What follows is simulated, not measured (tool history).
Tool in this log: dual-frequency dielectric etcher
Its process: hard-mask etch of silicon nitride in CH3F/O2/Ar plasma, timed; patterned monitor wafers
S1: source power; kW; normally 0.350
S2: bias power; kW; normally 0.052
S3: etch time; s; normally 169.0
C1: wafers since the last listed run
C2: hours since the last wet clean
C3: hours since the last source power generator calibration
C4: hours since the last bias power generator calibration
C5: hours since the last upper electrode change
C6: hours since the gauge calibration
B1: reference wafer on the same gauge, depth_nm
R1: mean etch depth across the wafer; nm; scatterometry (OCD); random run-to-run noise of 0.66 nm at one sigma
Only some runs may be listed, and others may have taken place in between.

| run | hour | S1 | S2 | S3 | C1 | C2 | C3 | C4 | C5 | C6 | B1 | R1 |
|---|---|---|---|---|---|---|---|---|---|---|---|---|
| 1 | 0.0 | 0.380 | 0.052 | 169.0 | 0 | 334.7 | 4613.8 | 2042.9 | 2838.4 | 264.7 | 115.7 | 104.4 |
| 2 | 18.7 | 0.350 | 0.058 | 205.5 | 101 | 353.4 | 4632.5 | 2061.6 | 2857.1 | 283.4 | 115.7 | 123.5 |
| 3 | 33.8 | 0.350 | 0.058 | 205.5 | 81 | 368.5 | 4647.6 | 2076.7 | 2872.2 | 298.5 | 115.7 | 124.7 |
| 4 | 54.3 | 0.350 | 0.052 | 169.0 | 110 | 389.0 | 4668.1 | 2097.2 | 2892.7 | 319.0 | 115.6 | 100.1 |
| 5 | 77.8 | 0.370 | 0.052 | 169.0 | 127 | 412.5 | 4691.6 | 2120.7 | 2916.2 | 342.5 | 115.9 | 102.9 |
| 6 | 110.2 | 0.370 | 0.052 | 169.0 | 175 | 444.9 | 4724.0 | 2153.1 | 2948.6 | 374.9 | 115.6 | 103.0 |
| 7 | 134.1 | 0.370 | 0.052 | 169.0 | 129 | 468.8 | 4747.9 | 2177.0 | 2972.5 | 398.8 | 115.8 | 103.4 |
|  | 138.7 | bias power generator calibrated |
| 8 | 150.2 | 0.350 | 0.052 | 169.0 | 65 | 484.9 | 4764.0 | 11.5 | 2988.6 | 414.9 | 115.8 | 100.8 |
|  | 163.2 | gauge calibrated |
| 9 | 168.1 | 0.350 | 0.052 | 169.0 | 96 | 502.8 | 4781.9 | 29.4 | 3006.5 | 4.9 | 115.7 | 100.2 |
| 10 | 181.2 | 0.350 | 0.052 | 138.5 | 70 | 515.9 | 4795.0 | 42.5 | 3019.6 | 18.0 | 115.9 | 82.2 |
|  | 210.4 | wet clean of the chamber |
|  | 213.2 | source power generator calibrated |
| 11 | 216.8 | 0.350 | 0.052 | 169.0 | 47 | 6.4 | 3.6 | 78.1 | 3055.2 | 53.6 | 115.7 | 102.8 |
| 12 | 238.6 | 0.350 | 0.052 | 169.0 | 117 | 28.2 | 25.4 | 99.9 | 3077.0 | 75.4 | 115.7 | 103.4 |
|  | 287.1 | wet clean of the chamber, repeated, since the last time left the tool worse |
|  | 306.0 | upper electrode replaced |
| 13 | 306.5 | 0.350 | 0.062 | 169.0 | 134 | 19.4 | 93.3 | 167.8 | 0.5 | 143.3 | 115.4 | 101.6 |
| 14 | 306.8 | 0.320 | 0.062 | 137.0 | 1 | 19.7 | 93.6 | 168.1 | 0.8 | 143.6 | 115.8 | 77.2 |
| 15 | 317.8 | 0.350 | 0.064 | 169.0 | 59 | 30.7 | 104.6 | 179.1 | 11.8 | 154.6 | 115.8 | 102.8 |
| 16 | 335.8 | 0.310 | 0.055 | 214.5 | 97 | 48.7 | 122.6 | 197.1 | 29.8 | 172.6 | 115.8 | 117.0 |
| 17 | 364.2 | 0.380 | 0.052 | 169.0 | 153 | 77.1 | 151.0 | 225.5 | 58.2 | 201.0 | 115.4 | 101.1 |
| 18 | 380.3 | 0.390 | 0.062 | 125.5 | 87 | 93.2 | 167.1 | 241.6 | 74.3 | 217.1 | 115.9 | 80.0 |
| 19 | 402.0 | 0.350 | 0.064 | 132.0 | 117 | 114.9 | 188.8 | 263.3 | 96.0 | 238.8 | 115.6 | 80.8 |

Here are 3 independent what-if runs from the current tool condition. What would each one return?
| A | 402.5 | 0.350 | 0.052 | 169.0 | 2 | 115.4 | 189.3 | 263.8 | 96.5 | 239.3 | ? | ? |
| B | 402.5 | 0.280 | 0.052 | 169.0 | 2 | 115.4 | 189.3 | 263.8 | 96.5 | 239.3 | ? | ? |
| C | 402.5 | 0.350 | 0.052 | 143.5 | 2 | 115.4 | 189.3 | 263.8 | 96.5 | 239.3 | ? | ? |

| run | B1 | R1 |
|---|---|---|
| A | 115.5 | 97.3 |
| B | 115.5 | 85.2 |
| C | 115.5 | 82.6 |
Stripped of hidden state, with their random variation kept, the same runs would have yielded:
| run | R1 |
|---|---|
| A | 96.3 |
| B | 84.4 |
| C | 81.8 |

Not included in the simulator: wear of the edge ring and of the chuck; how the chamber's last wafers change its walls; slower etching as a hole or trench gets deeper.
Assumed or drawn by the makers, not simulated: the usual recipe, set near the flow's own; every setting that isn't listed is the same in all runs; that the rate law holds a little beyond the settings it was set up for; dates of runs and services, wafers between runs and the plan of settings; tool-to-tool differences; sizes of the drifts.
